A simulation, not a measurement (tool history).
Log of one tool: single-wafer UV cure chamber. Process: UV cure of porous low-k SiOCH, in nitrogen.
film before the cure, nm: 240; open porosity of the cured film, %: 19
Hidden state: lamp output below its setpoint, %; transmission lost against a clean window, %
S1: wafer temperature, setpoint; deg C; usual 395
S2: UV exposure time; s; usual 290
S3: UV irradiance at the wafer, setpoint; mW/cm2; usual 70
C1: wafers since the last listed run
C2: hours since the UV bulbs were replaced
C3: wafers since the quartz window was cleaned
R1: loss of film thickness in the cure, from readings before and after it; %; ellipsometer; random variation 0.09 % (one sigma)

run 1 hour=0 | S1=395 S2=290 S3=70 | C1=0 C2=1035.5 C3=1317 | R1=10.133
run 2 hour=12.9 | S1=395 S2=290 S3=70 | C1=116 C2=1048.4 C3=1434 | R1=10.133
run 3 hour=29.4 | S1=386 S2=290 S3=54 | C1=149 C2=1064.9 C3=1583 | R1=9.062
run 4 hour=37.9 | S1=395 S2=290 S3=94 | C1=76 C2=1073.4 C3=1660 | R1=11.33
run 5 hour=53.7 | S1=406 S2=290 S3=70 | C1=143 C2=1089.2 C3=1803 | R1=10.251
run 6 hour=61.6 | S1=406 S2=290 S3=70 | C1=71 C2=1097.1 C3=1875 | R1=10.052
run 7 hour=72 | S1=406 S2=290 S3=70 | C1=94 C2=1107.5 C3=1969 | R1=10.155
run 8 hour=87.9 | S1=395 S2=210 S3=55 | C1=143 C2=1123.4 C3=2113 | R1=7.689
run 9 hour=104.8 | S1=395 S2=210 S3=55 | C1=152 C2=1140.3 C3=2266 | R1=7.751
run 10 hour=117.2 | S1=395 S2=290 S3=83 | C1=112 C2=1152.7 C3=2378 | R1=10.493
run 11 hour=125.1 | S1=395 S2=290 S3=83 | C1=71 C2=1160.6 C3=2449 | R1=10.618
run 12 hour=142.1 | S1=384 S2=290 S3=70 | C1=153 C2=1177.6 C3=2603 | R1=9.508
run 13 hour=154.5 | S1=395 S2=290 S3=70 | C1=112 C2=1190 C3=2716 | R1=9.509
-- hour=165.6 UV bulbs replaced
run 14 hour=166.1 | S1=395 S2=290 S3=94 | C1=32 C2=0.5 C3=2748 | R1=10.743
run 15 hour=180 | S1=408 S2=290 S3=70 | C1=125 C2=14.4 C3=2874 | R1=9.643
run 16 hour=193.8 | S1=400 S2=450 S3=54 | C1=124 C2=28.2 C3=2999 | R1=10.202
run 17 hour=200.5 | S1=395 S2=430 S3=44 | C1=60 C2=34.9 C3=3060 | R1=9.182
run 18 hour=214.9 | S1=378 S2=360 S3=91 | C1=130 C2=49.3 C3=3190 | R1=10.902
run 19 hour=227.4 | S1=407 S2=290 S3=108 | C1=113 C2=61.8 C3=3303 | R1=11.002
-- hour=246.2 quartz window cleaned
run 20 hour=246.7 | S1=403 S2=290 S3=70 | C1=102 C2=81.1 C3=4 | R1=10.397
run 21 hour=251.3 | S1=382 S2=290 S3=70 | C1=41 C2=85.7 C3=46 | R1=10.043
run 22 hour=289.7 | S1=395 S2=290 S3=70 | C1=347 C2=124.1 C3=393 | R1=10.198
run 23 hour=296.9 | S1=407 S2=120 S3=105 | C1=65 C2=131.3 C3=459 | R1=8.438
run 24 hour=309.1 | S1=380 S2=290 S3=92 | C1=110 C2=143.5 C3=569 | R1=11.231

Run 25 comes next. What will it give?
run 25 hour=319.7 | S1=404 S2=405 S3=47 | C1=95 C2=154.1 C3=665 | R1=?

R1: 9.869 %
Without the tool's hidden state the same run would have given R1 9.945 %.

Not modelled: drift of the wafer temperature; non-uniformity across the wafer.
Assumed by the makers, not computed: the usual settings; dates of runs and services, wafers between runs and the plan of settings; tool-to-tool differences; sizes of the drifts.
